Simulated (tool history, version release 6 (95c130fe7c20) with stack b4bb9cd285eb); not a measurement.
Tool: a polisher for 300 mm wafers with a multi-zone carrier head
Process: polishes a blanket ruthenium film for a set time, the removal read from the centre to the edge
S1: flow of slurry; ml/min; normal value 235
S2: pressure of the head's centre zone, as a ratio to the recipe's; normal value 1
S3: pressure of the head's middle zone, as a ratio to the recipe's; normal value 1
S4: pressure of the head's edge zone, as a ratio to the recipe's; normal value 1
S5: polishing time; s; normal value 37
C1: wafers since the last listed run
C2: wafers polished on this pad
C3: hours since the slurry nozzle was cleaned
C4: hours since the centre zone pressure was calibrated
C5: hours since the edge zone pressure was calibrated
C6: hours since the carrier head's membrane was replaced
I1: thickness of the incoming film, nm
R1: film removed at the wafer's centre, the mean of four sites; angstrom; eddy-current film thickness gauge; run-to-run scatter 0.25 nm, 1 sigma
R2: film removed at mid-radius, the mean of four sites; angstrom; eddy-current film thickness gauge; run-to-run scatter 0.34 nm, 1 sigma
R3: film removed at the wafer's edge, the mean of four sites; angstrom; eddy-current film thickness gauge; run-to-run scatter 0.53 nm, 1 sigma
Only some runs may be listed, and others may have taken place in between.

Run 1, hour 0: usual settings; C1 0; C2 725; C3 813.2; C4 1545.1; C5 636.7; C6 571; I1 359.5. Result: R1 376 angstrom, R2 376 angstrom, R3 370 angstrom.
Run 2, hour 8.6: usual settings; C1 112; C2 837; C3 821.8; C4 1553.7; C5 645.3; C6 579.6; I1 357.8. Result: R1 377 angstrom, R2 375 angstrom, R3 366 angstrom.
Run 3, hour 19.4: usual settings; C1 140; C2 978; C3 832.6; C4 1564.5; C5 656.1; C6 590.4; I1 353.2. Result: R1 372 angstrom, R2 370 angstrom, R3 361 angstrom.
Run 4, hour 32.2: usual settings; C1 166; C2 1144; C3 845.4; C4 1577.3; C5 668.9; C6 603.2; I1 362.6. Result: R1 375 angstrom, R2 370 angstrom, R3 361 angstrom.
Run 5, hour 42.6: usual settings; C1 135; C2 1280; C3 855.8; C4 1587.7; C5 679.3; C6 613.6; I1 354.9. Result: R1 369 angstrom, R2 365 angstrom, R3 366 angstrom.
Run 6, hour 48.7: usual settings; C1 79; C2 1360; C3 861.9; C4 1593.8; C5 685.4; C6 619.7; I1 365. Result: R1 369 angstrom, R2 365 angstrom, R3 365 angstrom.
At hour 59.4: carrier head's membrane replaced by a new one.
At hour 62.6: worn pad replaced by a new one.
At hour 64.1: centre zone pressure recalibrated.
Run 7, hour 64.6: usual settings; C1 80; C2 6; C3 877.8; C4 0.5; C5 701.3; C6 5.2; I1 361.7. Result: R1 377 angstrom, R2 381 angstrom, R3 370 angstrom.
At hour 69.3: edge zone pressure recalibrated.
At hour 69.4: slurry nozzle cleaned.
Run 8, hour 75.1: usual settings but S2 1.06, S3 0.93, S5 42 s; C1 108; C2 115; C3 5.7; C4 11; C5 5.8; C6 15.7; I1 354.9. Result: R1 457 angstrom, R2 406 angstrom, R3 420 angstrom.
Run 9, hour 90.3: usual settings but S2 1.07, S5 27 s; C1 198; C2 313; C3 20.9; C4 26.2; C5 21; C6 30.9; I1 361.6. Result: R1 292 angstrom, R2 275 angstrom, R3 270 angstrom.
Run 10, hour 107.7: usual settings but S1 205 ml/min, S3 0.97, S4 1.05, S5 27 s; C1 226; C2 540; C3 38.3; C4 43.6; C5 38.4; C6 48.3; I1 363.8. Result: R1 270 angstrom, R2 263 angstrom, R3 272 angstrom.
Run 11, hour 122: usual settings; C1 186; C2 726; C3 52.6; C4 57.9; C5 52.7; C6 62.6; I1 360.5. Result: R1 375 angstrom, R2 375 angstrom, R3 366 angstrom.
Run 12, hour 131.3: usual settings but S1 275 ml/min; C1 121; C2 847; C3 61.9; C4 67.2; C5 62; C6 71.9; I1 359. Result: R1 383 angstrom, R2 374 angstrom, R3 384 angstrom.
Run 13, hour 145.7: usual settings but S2 1.06, S3 1.07; C1 187; C2 1035; C3 76.3; C4 81.6; C5 76.4; C6 86.3; I1 357.8. Result: R1 391 angstrom, R2 380 angstrom, R3 357 angstrom.
Run 14, hour 157.7: usual settings but S1 275 ml/min, S3 1.07, S4 1.04, S5 47 s; C1 156; C2 1192; C3 88.3; C4 93.6; C5 88.4; C6 98.3; I1 359.4. Result: R1 478 angstrom, R2 500 angstrom, R3 483 angstrom.
Run 15, hour 169.6: usual settings; C1 155; C2 1347; C3 100.2; C4 105.5; C5 100.3; C6 110.2; I1 357.8. Result: R1 368 angstrom, R2 367 angstrom, R3 359 angstrom.

Hidden state, per run?
slurry flow missing at the pad, %: 0 across all the runs
deviation of the centre zone's pressure from its setpoint, %: 0 across all the runs
deviation of the edge zone's pressure from its setpoint, %: 0 across all the runs
H1: removal rate lost through wear of the pad, %
run     H1
  1  0.942
  2   1.19
  3   1.55
  4   2.04
  5   2.51
  6    2.8
  7  0.506
  8  0.542
  9  0.688
 10   0.99
 11   1.35
 12   1.63
 13   2.15
 14   2.66
 15   3.24
